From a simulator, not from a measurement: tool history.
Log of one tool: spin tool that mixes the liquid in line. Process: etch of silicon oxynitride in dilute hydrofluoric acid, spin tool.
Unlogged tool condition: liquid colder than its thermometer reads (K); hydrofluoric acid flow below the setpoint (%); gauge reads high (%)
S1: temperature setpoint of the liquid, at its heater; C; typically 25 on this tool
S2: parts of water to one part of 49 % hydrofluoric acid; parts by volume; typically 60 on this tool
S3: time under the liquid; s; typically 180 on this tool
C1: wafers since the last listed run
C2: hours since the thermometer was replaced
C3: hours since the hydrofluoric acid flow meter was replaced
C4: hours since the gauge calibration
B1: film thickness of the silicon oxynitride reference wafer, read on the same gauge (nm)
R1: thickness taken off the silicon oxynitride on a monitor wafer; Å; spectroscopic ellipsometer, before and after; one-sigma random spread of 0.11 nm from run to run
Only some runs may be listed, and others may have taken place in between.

run 1 day=0 | S1=24 S2=60 S3=180 | C1=0 C2=1284.2 C3=810.5 C4=1621.3 | B1=50.01 | R1=141
run 2 day=1.771 | S1=24 S2=60 S3=180 | C1=298 C2=1326.7 C3=853 C4=1663.8 | B1=50.01 | R1=139.8
run 3 day=3.917 | S1=24 S2=60 S3=180 | C1=361 C2=1378.2 C3=904.5 C4=1715.3 | B1=50.03 | R1=141.6
run 4 day=6.933 | S1=22 S2=60 S3=180 | C1=508 C2=1450.6 C3=976.9 C4=1787.7 | B1=50.03 | R1=127.2
run 5 day=9.725 | S1=22 S2=60 S3=180 | C1=470 C2=1517.6 C3=1043.9 C4=1854.7 | B1=50 | R1=126.3
run 6 day=11.654 | S1=25 S2=65 S3=180 | C1=324 C2=1563.9 C3=1090.2 C4=1901 | B1=50 | R1=134.3
-- day=14.017 gauge calibrated
run 7 day=15.783 | S1=25 S2=65 S3=180 | C1=695 C2=1663 C3=1189.3 C4=42.4 | B1=50 | R1=134.2
run 8 day=18.429 | S1=25 S2=60 S3=180 | C1=445 C2=1726.5 C3=1252.8 C4=105.9 | B1=50.01 | R1=146.3
run 9 day=20.583 | S1=25 S2=35 S3=180 | C1=362 C2=1778.2 C3=1304.5 C4=157.6 | B1=50 | R1=255.6
run 10 day=22.233 | S1=25 S2=60 S3=150 | C1=277 C2=1817.8 C3=1344.1 C4=197.2 | B1=50.01 | R1=122.2
run 11 day=26.188 | S1=23 S2=75 S3=80 | C1=666 C2=1912.7 C3=1439 C4=292.1 | B1=50.02 | R1=46.6
run 12 day=28.079 | S1=25 S2=60 S3=205 | C1=318 C2=1958.1 C3=1484.4 C4=337.5 | B1=50.01 | R1=167.4
run 13 day=31.625 | S1=22.5 S2=30 S3=220 | C1=597 C2=2043.2 C3=1569.5 C4=422.6 | B1=50 | R1=323.1
run 14 day=33.708 | S1=25 S2=35 S3=285 | C1=350 C2=2093.2 C3=1619.5 C4=472.6 | B1=50.02 | R1=406.7
run 15 day=38.154 | S1=25 S2=60 S3=90 | C1=748 C2=2199.9 C3=1726.2 C4=579.3 | B1=50.01 | R1=73.1
run 16 day=41.208 | S1=29 S2=85 S3=290 | C1=514 C2=2273.2 C3=1799.5 C4=652.6 | B1=50.01 | R1=193.8
run 17 day=43.129 | S1=28 S2=35 S3=135 | C1=323 C2=2319.3 C3=1845.6 C4=698.7 | B1=49.98 | R1=222.4
run 18 day=45.029 | S1=25 S2=60 S3=180 | C1=320 C2=2364.9 C3=1891.2 C4=744.3 | B1=50.01 | R1=146
run 19 day=47.679 | S1=25 S2=60 S3=180 | C1=446 C2=2428.5 C3=1954.8 C4=807.9 | B1=50.01 | R1=142.4
run 20 day=50.971 | S1=25 S2=40 S3=90 | C1=554 C2=2507.5 C3=2033.8 C4=886.9 | B1=49.98 | R1=111.3
run 21 day=53.308 | S1=25 S2=60 S3=180 | C1=393 C2=2563.6 C3=2089.9 C4=943 | B1=49.99 | R1=143.4
-- day=53.521 hydrofluoric acid flow meter replaced
run 22 day=55.417 | S1=25 S2=30 S3=180 | C1=348 C2=2614.2 C3=45.5 C4=993.6 | B1=50 | R1=307.5
-- day=56.792 thermometer replaced
run 23 day=58.221 | S1=21.5 S2=35 S3=180 | C1=465 C2=34.3 C3=112.8 C4=1060.9 | B1=49.96 | R1=223.1
run 24 day=60.283 | S1=25 S2=60 S3=180 | C1=347 C2=83.8 C3=162.3 C4=1110.4 | B1=50.01 | R1=151.4
run 25 day=62.975 | S1=28 S2=45 S3=230 | C1=453 C2=148.4 C3=226.9 C4=1175 | B1=49.99 | R1=299
run 26 day=67.267 | S1=23.5 S2=60 S3=180 | C1=722 C2=251.4 C3=329.9 C4=1278 | B1=50.01 | R1=138.2
run 27 day=69.404 | S1=25 S2=60 S3=180 | C1=360 C2=302.7 C3=381.2 C4=1329.3 | B1=49.99 | R1=151
run 28 day=71.775 | S1=29 S2=60 S3=180 | C1=399 C2=359.6 C3=438.1 C4=1386.2 | B1=50.01 | R1=180
run 29 day=74.517 | S1=25 S2=60 S3=180 | C1=461 C2=425.4 C3=503.9 C4=1452 | B1=50 | R1=148.8
run 30 day=77.012 | S1=25 S2=45 S3=180 | C1=420 C2=485.3 C3=563.8 C4=1511.9 | B1=49.99 | R1=202.2
run 31 day=79.208 | S1=25 S2=60 S3=180 | C1=369 C2=538 C3=616.5 C4=1564.6 | B1=49.99 | R1=149.3
run 32 day=83.042 | S1=28 S2=90 S3=95 | C1=645 C2=630 C3=708.5 C4=1656.6 | B1=50.02 | R1=58.6
run 33 day=87.062 | S1=25 S2=50 S3=180 | C1=677 C2=726.5 C3=805 C4=1753.1 | B1=49.99 | R1=181.5

Alternative continuations, all from the tool just after run 33; predict every row:
run A day=87.083 | S1=27 S2=60 S3=180 | C1=3 C2=727 C3=805.5 C4=1753.6 | B1=? | R1=?
run B day=87.083 | S1=25 S2=60 S3=120 | C1=3 C2=727 C3=805.5 C4=1753.6 | B1=? | R1=?
run C day=87.083 | S1=27 S2=80 S3=225 | C1=3 C2=727 C3=805.5 C4=1753.6 | B1=? | R1=?
run D day=87.083 | S1=25 S2=85 S3=265 | C1=3 C2=727 C3=805.5 C4=1753.6 | B1=? | R1=?

run=A B1=50.01 R1=163.6
run=B B1=50.01 R1=99.1
run=C B1=50.01 R1=150.4
run=D B1=50.01 R1=151.1
Take away the tool's hidden state, keep each run's random variation, and the runs would have read:
run=A R1=166.3
run=B R1=100.8
run=C R1=153
run=D R1=153.7
